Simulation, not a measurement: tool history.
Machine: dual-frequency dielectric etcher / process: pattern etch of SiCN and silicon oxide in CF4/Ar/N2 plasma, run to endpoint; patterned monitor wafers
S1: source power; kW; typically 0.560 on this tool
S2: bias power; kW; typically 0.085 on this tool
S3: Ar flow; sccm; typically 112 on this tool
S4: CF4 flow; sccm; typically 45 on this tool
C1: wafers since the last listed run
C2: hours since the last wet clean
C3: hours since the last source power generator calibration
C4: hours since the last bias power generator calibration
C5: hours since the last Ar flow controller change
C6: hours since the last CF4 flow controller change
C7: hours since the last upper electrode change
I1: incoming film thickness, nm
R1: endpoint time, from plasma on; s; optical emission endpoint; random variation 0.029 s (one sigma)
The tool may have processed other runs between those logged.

run	hour	S1	S2	S3	S4	C1	C2	C3	C4	C5	C6	C7	I1	R1
1	0.0	0.560	0.085	112	45	0	249.5	3951.4	4831.5	2639.7	3762.2	5295.8	9.38	9.6
2	7.9	0.560	0.085	112	45	140	257.4	3959.3	4839.4	2647.6	3770.1	5303.7	9.33	9.5
3	17.9	0.560	0.085	112	45	177	267.4	3969.3	4849.4	2657.6	3780.1	5313.7	9.29	9.5
4	44.6	0.560	0.085	112	45	474	294.1	3996.0	4876.1	2684.3	3806.8	5340.4	9.33	9.5
5	50.8	0.560	0.085	112	45	110	300.3	4002.2	4882.3	2690.5	3813.0	5346.6	9.28	9.4
6	68.3	0.560	0.085	112	45	310	317.8	4019.7	4899.8	2708.0	3830.5	5364.1	9.30	9.4
7	86.3	0.560	0.085	112	45	319	335.8	4037.7	4917.8	2726.0	3848.5	5382.1	9.21	9.3
8	100.1	0.560	0.085	112	45	245	349.6	4051.5	4931.6	2739.8	3862.3	5395.9	9.27	9.3
9	109.7	0.560	0.085	112	45	170	359.2	4061.1	4941.2	2749.4	3871.9	5405.5	9.25	9.4
# hour 135.7: source power generator calibrated
10	143.5	0.560	0.085	112	45	529	393.0	7.8	4975.0	2783.2	3905.7	5439.3	9.38	9.4
11	155.1	0.560	0.085	92	45	206	404.6	19.4	4986.6	2794.8	3917.3	5450.9	9.34	9.2
# hour 165.7: CF4 flow controller replaced
12	166.2	0.560	0.085	92	45	90	415.7	30.5	4997.7	2805.9	0.5	5462.0	9.42	9.2
# hour 190.4: upper electrode replaced
13	190.9	0.560	0.085	128	45	12	440.4	55.2	5022.4	2830.6	25.2	0.5	9.32	9.5
14	191.2	0.650	0.070	90	56	5	440.7	55.5	5022.7	2830.9	25.5	0.8	9.28	8.4
# hour 219.0: Ar flow controller replaced
# hour 220.4: wet clean of the chamber
15	220.9	0.560	0.085	112	39	395	0.5	85.2	5052.4	1.9	55.2	30.5	9.28	10.0
16	221.2	0.490	0.085	135	45	5	0.8	85.5	5052.7	2.2	55.5	30.8	9.36	10.9
17	230.3	0.510	0.065	120	35	161	9.9	94.6	5061.8	11.3	64.6	39.9	9.25	12.0
# hour 238.6: bias power generator calibrated
18	242.0	0.560	0.085	112	45	136	21.6	106.3	3.4	23.0	76.3	51.6	9.28	9.6
19	254.0	0.560	0.092	90	45	213	33.6	118.3	15.4	35.0	88.3	63.6	9.35	9.2
20	269.4	0.630	0.085	112	42	273	49.0	133.7	30.8	50.4	103.7	79.0	9.35	9.1
21	283.8	0.600	0.085	112	45	255	63.4	148.1	45.2	64.8	118.1	93.4	9.20	9.1
22	301.8	0.560	0.085	112	45	319	81.4	166.1	63.2	82.8	136.1	111.4	9.28	9.6
23	316.6	0.610	0.085	133	51	262	96.2	180.9	78.0	97.6	150.9	126.2	9.35	9.1
24	327.2	0.700	0.092	112	45	188	106.8	191.5	88.6	108.2	161.5	136.8	9.25	8.0

Consider 4 possible next runs. They are alternatives, not a sequence: every one starts from the tool as it was left by run 24. What does each give?
A	327.6	0.620	0.085	112	45	7	107.2	191.9	89.0	108.6	161.9	137.2	9.23	?
B	327.6	0.450	0.079	94	45	7	107.2	191.9	89.0	108.6	161.9	137.2	9.23	?
C	327.6	0.560	0.077	112	45	7	107.2	191.9	89.0	108.6	161.9	137.2	9.23	?
D	327.6	0.610	0.085	112	45	7	107.2	191.9	89.0	108.6	161.9	137.2	9.23	?

run	R1
A	8.9
B	10.9
C	9.9
D	9.0
What these runs would have given with no unlogged condition in the tool:
run	R1
A	9.0
B	11.0
C	9.9
D	9.1
